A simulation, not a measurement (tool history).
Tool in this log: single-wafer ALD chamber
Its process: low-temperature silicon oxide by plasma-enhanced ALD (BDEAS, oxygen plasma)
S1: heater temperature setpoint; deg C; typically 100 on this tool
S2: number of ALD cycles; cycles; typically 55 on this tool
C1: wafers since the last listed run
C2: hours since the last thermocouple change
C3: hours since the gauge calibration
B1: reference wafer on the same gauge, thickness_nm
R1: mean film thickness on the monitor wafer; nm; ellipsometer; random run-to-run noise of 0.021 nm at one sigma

run 1 hour=0.0 | S1=110 S2=55 | C1=0 C2=447.6 C3=854.7 | B1=9.437 | R1=8.309
run 2 hour=93.8 | S1=110 S2=55 | C1=681 C2=541.4 C3=948.5 | B1=9.437 | R1=8.303
run 3 hour=395.4 | S1=100 S2=49 | C1=2192 C2=843.0 C3=1250.1 | B1=9.420 | R1=7.623
run 4 hour=465.2 | S1=94 S2=62 | C1=507 C2=912.8 C3=1319.9 | B1=9.429 | R1=9.914
run 5 hour=540.2 | S1=94 S2=62 | C1=545 C2=987.8 C3=1394.9 | B1=9.419 | R1=9.869
run 6 hour=643.0 | S1=94 S2=62 | C1=747 C2=1090.6 C3=1497.7 | B1=9.426 | R1=9.898
-- hour=679.6 gauge calibrated
run 7 hour=701.7 | S1=100 S2=55 | C1=426 C2=1149.3 C3=22.1 | B1=9.434 | R1=8.567
run 8 hour=777.1 | S1=100 S2=55 | C1=548 C2=1224.7 C3=97.5 | B1=9.430 | R1=8.662
run 9 hour=855.7 | S1=85 S2=58 | C1=571 C2=1303.3 C3=176.1 | B1=9.428 | R1=9.638
-- hour=1074.4 thermocouple changed; heater temperature recalibrated
run 10 hour=1079.6 | S1=106 S2=55 | C1=1569 C2=5.2 C3=400.0 | B1=9.436 | R1=8.366
run 11 hour=1164.8 | S1=110 S2=55 | C1=619 C2=90.4 C3=485.2 | B1=9.430 | R1=8.271
run 12 hour=1394.3 | S1=86 S2=52 | C1=1668 C2=319.9 C3=714.7 | B1=9.422 | R1=8.463
run 13 hour=1434.4 | S1=100 S2=46 | C1=291 C2=360.0 C3=754.8 | B1=9.429 | R1=7.095
run 14 hour=1517.6 | S1=104 S2=44 | C1=604 C2=443.2 C3=838.0 | B1=9.430 | R1=6.705
run 15 hour=1562.8 | S1=100 S2=55 | C1=328 C2=488.4 C3=883.2 | B1=9.437 | R1=8.453
run 16 hour=1632.3 | S1=96 S2=50 | C1=505 C2=557.9 C3=952.7 | B1=9.424 | R1=7.897
run 17 hour=1701.1 | S1=96 S2=46 | C1=500 C2=626.7 C3=1021.5 | B1=9.417 | R1=7.225

Alternative continuations, all from the tool just after run 17; predict every row:
run A hour=1701.6 | S1=86 S2=55 | C1=3 C2=627.2 C3=1022.0 | B1=? | R1=?
run B hour=1701.6 | S1=111 S2=55 | C1=3 C2=627.2 C3=1022.0 | B1=? | R1=?
run C hour=1701.6 | S1=87 S2=47 | C1=3 C2=627.2 C3=1022.0 | B1=? | R1=?

run=A B1=9.420 R1=9.006
run=B B1=9.420 R1=8.284
run=C B1=9.420 R1=7.667
Without the tool's hidden state the same runs would have given:
run=A R1=8.915
run=B R1=8.238
run=C R1=7.588

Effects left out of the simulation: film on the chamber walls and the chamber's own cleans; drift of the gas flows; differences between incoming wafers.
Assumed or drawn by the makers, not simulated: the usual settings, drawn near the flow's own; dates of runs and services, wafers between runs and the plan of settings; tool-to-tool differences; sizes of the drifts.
